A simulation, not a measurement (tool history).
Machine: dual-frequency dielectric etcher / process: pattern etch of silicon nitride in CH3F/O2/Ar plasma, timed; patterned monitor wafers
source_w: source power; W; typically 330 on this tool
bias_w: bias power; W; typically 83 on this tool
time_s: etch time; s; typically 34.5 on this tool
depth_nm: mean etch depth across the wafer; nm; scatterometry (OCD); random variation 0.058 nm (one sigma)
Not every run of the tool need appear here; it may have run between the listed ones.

run,hour,source_w,bias_w,time_s,"read-back reference wafer on the same gauge, depth_nm",depth_nm
1,0.0,330,83,34.5,22.92,23.86
2,58.3,330,83,34.5,22.91,23.93
3,125.5,330,83,34.5,22.89,23.96
4,152.3,330,83,34.5,22.93,23.91
5,194.0,330,83,34.5,22.91,23.94
# hour 196.9: gauge calibrated
# hour 260.2: wet clean of the chamber
6,260.7,330,83,30.0,22.93,21.66
7,284.6,330,83,30.0,22.89,21.66
8,346.7,330,83,30.0,22.92,21.58
9,396.4,330,83,34.5,22.91,24.92
10,439.8,330,83,39.0,22.90,27.99
11,489.5,330,83,39.0,22.90,28.00
# hour 543.3: wet clean of the chamber, repeated, since the last time left the tool worse
12,546.9,330,83,34.5,22.91,24.30
13,575.1,330,83,28.5,22.90,20.07
14,624.6,360,83,40.0,22.92,28.73

The next listed run, before its measurement:
15,667.0,390,70,34.5,?,?

For run 15 the tool returned read-back reference wafer on the same gauge, depth_nm 22.90, depth_nm 24.32 nm.
Take away the tool's hidden state, keep the run-to-run variation as it was, and the same run would have given depth_nm 24.41 nm.

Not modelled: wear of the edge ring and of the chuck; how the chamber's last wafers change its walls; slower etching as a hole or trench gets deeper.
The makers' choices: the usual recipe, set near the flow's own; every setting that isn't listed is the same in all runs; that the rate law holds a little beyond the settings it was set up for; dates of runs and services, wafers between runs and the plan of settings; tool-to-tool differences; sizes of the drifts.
